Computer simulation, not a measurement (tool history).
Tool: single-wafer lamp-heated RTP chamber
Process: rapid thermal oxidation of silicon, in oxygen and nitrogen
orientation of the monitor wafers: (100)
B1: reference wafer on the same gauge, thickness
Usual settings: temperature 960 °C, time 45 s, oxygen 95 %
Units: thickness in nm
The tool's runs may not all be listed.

{"run": 1, "hour": 0.0, "temperature": 960, "time": 34, "oxygen": 95, "B1": 4.059, "thickness": 3.688}
{"run": 2, "hour": 15.0, "temperature": 960, "time": 34, "oxygen": 95, "B1": 4.058, "thickness": 3.684}
{"run": 3, "hour": 28.2, "temperature": 960, "time": 45, "oxygen": 78, "B1": 4.062, "thickness": 3.855}
{"run": 4, "hour": 42.1, "temperature": 960, "time": 45, "oxygen": 81, "B1": 4.06, "thickness": 3.907}
{"run": 5, "hour": 62.3, "temperature": 960, "time": 45, "oxygen": 95, "B1": 4.059, "thickness": 4.089}
{"run": 6, "hour": 90.3, "temperature": 960, "time": 45, "oxygen": 95, "B1": 4.059, "thickness": 4.112}
{"run": 7, "hour": 121.7, "temperature": 960, "time": 45, "oxygen": 95, "B1": 4.058, "thickness": 4.104}
{"run": 8, "hour": 153.4, "temperature": 951, "time": 45, "oxygen": 98, "B1": 4.06, "thickness": 3.911}
{"hour": 188.5, "done": "gauge calibrated"}
{"run": 9, "hour": 252.1, "temperature": 951, "time": 45, "oxygen": 98, "B1": 4.06, "thickness": 3.904}
{"run": 10, "hour": 274.8, "temperature": 975, "time": 45, "oxygen": 95, "B1": 4.06, "thickness": 4.553}
{"hour": 290.4, "done": "pyrometer window cleaned and pyrometer calibrated"}
{"run": 11, "hour": 299.8, "temperature": 975, "time": 45, "oxygen": 95, "B1": 4.059, "thickness": 4.471}
{"run": 12, "hour": 321.6, "temperature": 975, "time": 45, "oxygen": 95, "B1": 4.061, "thickness": 4.479}
{"run": 13, "hour": 333.9, "temperature": 942, "time": 45, "oxygen": 95, "B1": 4.06, "thickness": 3.587}
{"run": 14, "hour": 356.3, "temperature": 942, "time": 45, "oxygen": 95, "B1": 4.061, "thickness": 3.598}
{"run": 15, "hour": 390.4, "temperature": 960, "time": 45, "oxygen": 85, "B1": 4.06, "thickness": 3.916}
{"run": 16, "hour": 420.1, "temperature": 960, "time": 45, "oxygen": 85, "B1": 4.06, "thickness": 3.927}
{"run": 17, "hour": 437.9, "temperature": 949, "time": 62, "oxygen": 80, "B1": 4.062, "thickness": 4.03}
{"run": 18, "hour": 455.5, "temperature": 943, "time": 45, "oxygen": 95, "B1": 4.061, "thickness": 3.612}
{"hour": 542.4, "done": "oxygen flow controller replaced"}
{"run": 19, "hour": 563.2, "temperature": 970, "time": 52, "oxygen": 76, "B1": 4.062, "thickness": 4.299}
{"run": 20, "hour": 596.9, "temperature": 931, "time": 45, "oxygen": 95, "B1": 4.058, "thickness": 3.365}
{"run": 21, "hour": 612.9, "temperature": 960, "time": 45, "oxygen": 95, "B1": 4.061, "thickness": 4.058}
{"run": 22, "hour": 637.3, "temperature": 960, "time": 45, "oxygen": 95, "B1": 4.057, "thickness": 4.052}
{"run": 23, "hour": 657.5, "temperature": 960, "time": 30, "oxygen": 95, "B1": 4.058, "thickness": 3.483}
{"run": 24, "hour": 688.7, "temperature": 960, "time": 45, "oxygen": 95, "B1": 4.063, "thickness": 4.066}
{"run": 25, "hour": 709.2, "temperature": 951, "time": 29, "oxygen": 79, "B1": 4.06, "thickness": 3.135}
{"run": 26, "hour": 736.4, "temperature": 960, "time": 45, "oxygen": 95, "B1": 4.064, "thickness": 4.074}
{"run": 27, "hour": 748.8, "temperature": 984, "time": 56, "oxygen": 75, "B1": 4.06, "thickness": 4.876}
{"run": 28, "hour": 763.9, "temperature": 960, "time": 45, "oxygen": 95, "B1": 4.062, "thickness": 4.072}
{"run": 29, "hour": 784.5, "temperature": 933, "time": 26, "oxygen": 83, "B1": 4.057, "thickness": 2.805}
{"run": 30, "hour": 818.2, "temperature": 983, "time": 60, "oxygen": 82, "B1": 4.06, "thickness": 5.132}
{"run": 31, "hour": 844.6, "temperature": 949, "time": 35, "oxygen": 95, "B1": 4.058, "thickness": 3.448}
{"run": 32, "hour": 875.6, "temperature": 972, "time": 57, "oxygen": 95, "B1": 4.06, "thickness": 4.879}
{"run": 33, "hour": 892.2, "temperature": 960, "time": 45, "oxygen": 95, "B1": 4.06, "thickness": 4.075}
{"run": 34, "hour": 905.8, "temperature": 987, "time": 30, "oxygen": 75, "B1": 4.059, "thickness": 3.874}
{"run": 35, "hour": 931.1, "temperature": 987, "time": 67, "oxygen": 75, "B1": 4.061, "thickness": 5.414}
{"run": 36, "hour": 958.2, "temperature": 980, "time": 39, "oxygen": 73, "B1": 4.061, "thickness": 4.086}
{"run": 37, "hour": 979.3, "temperature": 973, "time": 29, "oxygen": 83, "B1": 4.061, "thickness": 3.619}
{"run": 38, "hour": 996.0, "temperature": 969, "time": 51, "oxygen": 83, "B1": 4.059, "thickness": 4.385}
{"run": 39, "hour": 1028.8, "temperature": 989, "time": 45, "oxygen": 95, "B1": 4.06, "thickness": 5.007}

Forecast each of these 3 alternatives for the next run:
{"run": "A", "hour": 1029.3, "temperature": 960, "time": 45, "oxygen": 95, "B1": "?", "thickness": "?"}
{"run": "B", "hour": 1029.3, "temperature": 960, "time": 33, "oxygen": 95, "B1": "?", "thickness": "?"}
{"run": "C", "hour": 1029.3, "temperature": 990, "time": 58, "oxygen": 77, "B1": "?", "thickness": "?"}

run=A B1=4.061 thickness=4.078
run=B B1=4.061 thickness=3.627
run=C B1=4.061 thickness=5.230
Without the tool's hidden state the same runs would have given:
run=A thickness=4.033
run=B thickness=3.590
run=C thickness=5.169
